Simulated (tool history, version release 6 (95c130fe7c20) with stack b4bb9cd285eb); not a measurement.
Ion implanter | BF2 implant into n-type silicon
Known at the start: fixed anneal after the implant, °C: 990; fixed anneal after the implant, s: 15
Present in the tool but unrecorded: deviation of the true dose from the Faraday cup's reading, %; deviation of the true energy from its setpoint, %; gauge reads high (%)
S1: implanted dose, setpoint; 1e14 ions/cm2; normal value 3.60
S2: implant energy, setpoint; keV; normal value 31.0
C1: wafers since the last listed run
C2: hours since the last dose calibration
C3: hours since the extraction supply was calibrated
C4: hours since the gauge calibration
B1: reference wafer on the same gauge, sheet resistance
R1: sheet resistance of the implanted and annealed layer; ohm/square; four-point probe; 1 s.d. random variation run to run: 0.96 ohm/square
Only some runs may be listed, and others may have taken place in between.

| run | hour | S1 | S2 | C1 | C2 | C3 | C4 | B1 | R1 |
|---|---|---|---|---|---|---|---|---|---|
| 1 | 0.0 | 3.60 | 31.0 | 0 | 270.8 | 4512.5 | 410.9 | 309.41 | 292.66 |
| 2 | 26.7 | 3.60 | 31.0 | 353 | 297.5 | 4539.2 | 437.6 | 309.23 | 291.89 |
| 3 | 55.9 | 3.60 | 31.0 | 386 | 326.7 | 4568.4 | 466.8 | 309.95 | 292.18 |
| 4 | 82.6 | 3.60 | 31.0 | 353 | 353.4 | 4595.1 | 493.5 | 309.94 | 290.49 |
| 5 | 102.0 | 3.60 | 31.0 | 256 | 372.8 | 4614.5 | 512.9 | 310.05 | 293.01 |
| 6 | 132.2 | 4.29 | 27.5 | 399 | 403.0 | 4644.7 | 543.1 | 310.23 | 257.46 |
| 7 | 147.6 | 3.60 | 31.0 | 203 | 418.4 | 4660.1 | 558.5 | 310.31 | 292.81 |
| 8 | 179.1 | 3.60 | 31.0 | 416 | 449.9 | 4691.6 | 590.0 | 310.79 | 292.90 |
| 9 | 207.2 | 3.60 | 31.0 | 371 | 478.0 | 4719.7 | 618.1 | 310.81 | 291.63 |
| 10 | 220.4 | 3.60 | 34.5 | 174 | 491.2 | 4732.9 | 631.3 | 310.36 | 290.37 |
| 11 | 255.9 | 3.60 | 34.5 | 469 | 526.7 | 4768.4 | 666.8 | 310.80 | 291.14 |
|  | 267.4 | Faraday cup replaced and dose calibrated |
| 12 | 282.2 | 3.60 | 31.0 | 242 | 14.8 | 4794.7 | 693.1 | 311.08 | 292.80 |
| 13 | 308.6 | 3.60 | 31.0 | 349 | 41.2 | 4821.1 | 719.5 | 311.43 | 293.90 |
| 14 | 335.0 | 3.60 | 31.0 | 349 | 67.6 | 4847.5 | 745.9 | 311.26 | 293.59 |
| 15 | 357.0 | 3.33 | 31.0 | 290 | 89.6 | 4869.5 | 767.9 | 311.62 | 315.81 |
| 16 | 382.5 | 4.57 | 24.5 | 337 | 115.1 | 4895.0 | 793.4 | 312.10 | 251.82 |
| 17 | 403.5 | 3.21 | 31.0 | 277 | 136.1 | 4916.0 | 814.4 | 312.13 | 323.42 |
| 18 | 420.9 | 3.27 | 41.5 | 230 | 153.5 | 4933.4 | 831.8 | 311.89 | 313.58 |
|  | 436.2 | gauge calibrated |
| 19 | 440.6 | 4.29 | 37.0 | 260 | 173.2 | 4953.1 | 4.4 | 305.76 | 242.76 |
| 20 | 471.0 | 4.22 | 31.0 | 402 | 203.6 | 4983.5 | 34.8 | 306.35 | 253.14 |
| 21 | 485.2 | 3.60 | 31.0 | 187 | 217.8 | 4997.7 | 49.0 | 306.06 | 289.20 |
|  | 516.2 | extraction supply calibrated |
| 22 | 516.7 | 3.60 | 21.0 | 310 | 249.3 | 0.5 | 80.5 | 306.14 | 302.57 |
| 23 | 537.4 | 3.60 | 31.0 | 273 | 270.0 | 21.2 | 101.2 | 306.56 | 289.58 |
| 24 | 562.6 | 4.24 | 26.0 | 333 | 295.2 | 46.4 | 126.4 | 306.48 | 258.21 |
| 25 | 576.9 | 3.15 | 31.0 | 189 | 309.5 | 60.7 | 140.7 | 306.71 | 324.61 |
| 26 | 593.7 | 3.60 | 31.0 | 222 | 326.3 | 77.5 | 157.5 | 306.68 | 290.49 |
| 27 | 664.8 | 2.61 | 23.5 | 940 | 397.4 | 148.6 | 228.6 | 307.09 | 387.83 |
| 28 | 688.0 | 3.90 | 22.0 | 306 | 420.6 | 171.8 | 251.8 | 307.39 | 284.16 |
| 29 | 722.0 | 3.60 | 31.0 | 449 | 454.6 | 205.8 | 285.8 | 308.19 | 290.00 |
| 30 | 747.3 | 3.60 | 31.0 | 334 | 479.9 | 231.1 | 311.1 | 308.12 | 292.28 |
| 31 | 769.4 | 4.61 | 25.5 | 292 | 502.0 | 253.2 | 333.2 | 307.64 | 245.71 |
| 32 | 804.2 | 3.60 | 31.0 | 460 | 536.8 | 288.0 | 368.0 | 307.90 | 290.54 |
|  | 825.7 | Faraday cup replaced and dose calibrated |
| 33 | 905.1 | 3.60 | 41.0 | 1228 | 79.4 | 388.9 | 468.9 | 309.13 | 285.03 |
| 34 | 919.5 | 2.67 | 21.5 | 190 | 93.8 | 403.3 | 483.3 | 309.08 | 386.18 |
| 35 | 941.4 | 2.74 | 36.5 | 289 | 115.7 | 425.2 | 505.2 | 309.62 | 365.17 |
| 36 | 963.7 | 4.32 | 34.5 | 294 | 138.0 | 447.5 | 527.5 | 309.95 | 245.83 |

Some steps in R1, run to run, broken into two amounts with sign: the step expected even without the hidden condition (settings, incoming material, random variation), and the rest, left for the hidden condition together with whatever gauge scatter is not in both the measured and the hidden-condition-free result:
Run 16 -> 17: S1 4.57 -> 3.21, S2 24.5 -> 31.0. R1 +71.60 ohm/square: hidden state +1.50, all else +70.10.
Run 18 -> 19: S1 3.27 -> 4.29, S2 41.5 -> 37.0, gauge calibrated. R1 -70.82 ohm/square: hidden state -6.28, all else -64.54.
Run 27 -> 28: S1 2.61 -> 3.90, S2 23.5 -> 22.0. R1 -103.67 ohm/square: hidden state -0.33, all else -103.34.
Run 33 -> 34: S1 3.60 -> 2.67, S2 41.0 -> 21.5. R1 +101.15 ohm/square: hidden state +1.12, all else +100.03.
Run 35 -> 36: S1 2.74 -> 4.32, S2 36.5 -> 34.5. R1 -119.34 ohm/square: hidden state -1.15, all else -118.19.

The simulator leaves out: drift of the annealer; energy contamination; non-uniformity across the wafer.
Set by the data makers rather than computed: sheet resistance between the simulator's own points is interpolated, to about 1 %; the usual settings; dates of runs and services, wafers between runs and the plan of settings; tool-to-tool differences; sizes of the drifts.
